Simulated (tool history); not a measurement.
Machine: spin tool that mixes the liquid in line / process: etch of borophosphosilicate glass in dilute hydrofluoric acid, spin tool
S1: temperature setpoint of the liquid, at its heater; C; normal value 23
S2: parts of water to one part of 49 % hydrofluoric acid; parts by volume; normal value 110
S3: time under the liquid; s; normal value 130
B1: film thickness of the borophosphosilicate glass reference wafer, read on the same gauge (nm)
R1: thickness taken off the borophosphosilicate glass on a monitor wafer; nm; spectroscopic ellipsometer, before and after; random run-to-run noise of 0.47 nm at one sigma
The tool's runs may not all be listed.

run 1 hour=0 | S1=23 S2=110 S3=100 | B1=50 | R1=34.34
run 2 hour=56.6 | S1=23 S2=110 S3=100 | B1=49.99 | R1=33.69
-- hour=62.9 thermometer replaced
run 3 hour=119.6 | S1=21.5 S2=125 S3=130 | B1=50.02 | R1=37.73
run 4 hour=198.3 | S1=21.5 S2=125 S3=130 | B1=50 | R1=37.46
-- hour=263.2 hydrofluoric acid flow meter replaced
run 5 hour=294.7 | S1=21.5 S2=125 S3=130 | B1=50 | R1=41.54
run 6 hour=390.8 | S1=23 S2=110 S3=105 | B1=49.99 | R1=41.03
run 7 hour=445 | S1=23 S2=110 S3=105 | B1=49.99 | R1=39.71
run 8 hour=505.1 | S1=23 S2=110 S3=130 | B1=50.02 | R1=49.1
run 9 hour=581.3 | S1=23 S2=110 S3=145 | B1=49.99 | R1=54.35
run 10 hour=627.1 | S1=20 S2=110 S3=130 | B1=50.01 | R1=42.16
-- hour=642.2 thermometer replaced
run 11 hour=689.4 | S1=20 S2=110 S3=130 | B1=50 | R1=44.75
run 12 hour=735.8 | S1=23 S2=110 S3=130 | B1=50 | R1=49.81
run 13 hour=823.4 | S1=23 S2=110 S3=130 | B1=50 | R1=49.52
run 14 hour=915.5 | S1=23 S2=110 S3=130 | B1=50.01 | R1=47.84
-- hour=934.9 gauge calibrated
run 15 hour=992 | S1=23 S2=60 S3=130 | B1=50.02 | R1=91.33
run 16 hour=1090.6 | S1=23 S2=130 S3=100 | B1=49.99 | R1=29.34
run 17 hour=1134.1 | S1=21.5 S2=125 S3=130 | B1=49.98 | R1=37.51
-- hour=1173 hydrofluoric acid flow meter replaced
run 18 hour=1177.8 | S1=25.5 S2=110 S3=195 | B1=49.99 | R1=81.54
run 19 hour=1221.3 | S1=23 S2=110 S3=130 | B1=50 | R1=49.31
-- hour=1248 thermometer replaced
run 20 hour=1274.8 | S1=23 S2=155 S3=130 | B1=50.03 | R1=35.48
run 21 hour=1311.9 | S1=23 S2=110 S3=130 | B1=50 | R1=52.1
run 22 hour=1382.8 | S1=19 S2=110 S3=130 | B1=49.99 | R1=43.09
run 23 hour=1462.3 | S1=27 S2=165 S3=200 | B1=50.01 | R1=55.7
run 24 hour=1552.2 | S1=23 S2=110 S3=60 | B1=50.01 | R1=22.6
run 25 hour=1627.6 | S1=26 S2=150 S3=205 | B1=50 | R1=59.11
run 26 hour=1688.4 | S1=23 S2=110 S3=145 | B1=50 | R1=53.26
run 27 hour=1752.9 | S1=23 S2=110 S3=130 | B1=50 | R1=47.24
run 28 hour=1809.6 | S1=20 S2=135 S3=165 | B1=49.99 | R1=41.46
-- hour=1815.5 thermometer replaced
run 29 hour=1874 | S1=18 S2=155 S3=90 | B1=50.02 | R1=18.65

Branching from run 29: 3 alternative next runs. What would each branch give?
run A hour=1874.5 | S1=23 S2=145 S3=130 | B1=? | R1=?
run B hour=1874.5 | S1=27 S2=55 S3=70 | B1=? | R1=?
run C hour=1874.5 | S1=26 S2=55 S3=105 | B1=? | R1=?

run=A B1=50 R1=35.48
run=B B1=50 R1=66.42
run=C B1=50 R1=95.71
Had the tool no hidden state, the same runs would have come out as:
run=A R1=39.04
run=B R1=72.65
run=C R1=104.69
